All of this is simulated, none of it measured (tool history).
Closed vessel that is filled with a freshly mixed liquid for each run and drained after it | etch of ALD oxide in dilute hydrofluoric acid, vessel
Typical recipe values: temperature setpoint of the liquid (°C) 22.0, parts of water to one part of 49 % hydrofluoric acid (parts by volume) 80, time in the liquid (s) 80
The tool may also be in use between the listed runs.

| run | hour | temperature setpoint of the liquid (°C) | parts of water to one part of 49 % hydrofluoric acid (parts by volume) | time in the liquid (s) | read-back film thickness of the ALD oxide reference wafer, read on the same gauge (nm) | thickness taken off the ALD oxide on a monitor wafer (angstrom) |
|---|---|---|---|---|---|---|
| 1 | 0.0 | 24.0 | 80 | 80 | 79.98 | 235.8 |
|  | 84.8 | hydrofluoric acid flow meter replaced |
| 2 | 106.9 | 24.0 | 80 | 80 | 80.00 | 232.0 |
| 3 | 172.5 | 22.0 | 65 | 105 | 80.03 | 354.7 |
| 4 | 242.6 | 22.0 | 65 | 105 | 79.99 | 352.7 |
| 5 | 498.2 | 22.0 | 80 | 90 | 80.02 | 240.8 |
| 6 | 567.0 | 22.0 | 80 | 90 | 80.01 | 241.3 |
| 7 | 640.4 | 22.0 | 80 | 90 | 79.99 | 241.3 |
| 8 | 689.0 | 26.0 | 80 | 80 | 80.01 | 251.5 |
| 9 | 750.4 | 26.0 | 80 | 80 | 80.01 | 251.5 |
|  | 791.5 | thermometer replaced |
| 10 | 822.6 | 22.0 | 65 | 80 | 80.01 | 269.5 |
| 11 | 873.3 | 22.0 | 65 | 80 | 80.02 | 269.7 |
| 12 | 1027.3 | 19.0 | 80 | 125 | 80.00 | 298.8 |
| 13 | 1116.7 | 22.0 | 45 | 120 | 80.01 | 595.1 |
| 14 | 1202.3 | 22.0 | 80 | 80 | 80.01 | 214.4 |
| 15 | 1267.3 | 22.0 | 80 | 80 | 79.98 | 215.6 |
| 16 | 1352.9 | 22.0 | 80 | 80 | 80.01 | 213.9 |
| 17 | 1398.4 | 22.0 | 80 | 105 | 79.99 | 283.7 |
| 18 | 1472.6 | 24.0 | 80 | 80 | 80.03 | 233.9 |
|  | 1509.5 | gauge calibrated |
| 19 | 1667.4 | 22.0 | 90 | 100 | 79.99 | 237.7 |
| 20 | 1750.5 | 22.0 | 80 | 125 | 80.01 | 336.6 |
| 21 | 1814.0 | 22.0 | 80 | 105 | 79.97 | 283.2 |
| 22 | 1880.4 | 22.0 | 65 | 80 | 80.01 | 270.4 |
|  | 1912.5 | hydrofluoric acid flow meter replaced |
| 23 | 1978.6 | 27.0 | 40 | 65 | 80.03 | 447.6 |
| 24 | 2024.3 | 17.0 | 45 | 80 | 80.03 | 319.2 |
| 25 | 2126.9 | 22.0 | 95 | 105 | 79.99 | 231.7 |
| 26 | 2182.9 | 19.5 | 80 | 30 | 80.03 | 72.8 |
| 27 | 2278.6 | 25.5 | 80 | 110 | 79.97 | 342.3 |
| 28 | 2323.9 | 22.0 | 80 | 90 | 79.99 | 241.6 |
| 29 | 2366.2 | 20.5 | 80 | 50 | 80.03 | 124.4 |
| 30 | 2427.8 | 26.5 | 100 | 80 | 80.00 | 201.8 |
| 31 | 2475.2 | 22.0 | 70 | 80 | 80.02 | 248.0 |
| 32 | 2562.8 | 22.0 | 80 | 80 | 80.00 | 214.2 |
| 33 | 2647.3 | 25.5 | 80 | 80 | 79.99 | 246.4 |
| 34 | 2754.6 | 25.0 | 80 | 80 | 80.01 | 242.6 |

Run-by-run hidden state of the tool:
liquid colder than its thermometer reads (K): 0 on each run
hydrofluoric acid flow below the setpoint (%): 0 on each run
gauge reads high (%): 0 on each run
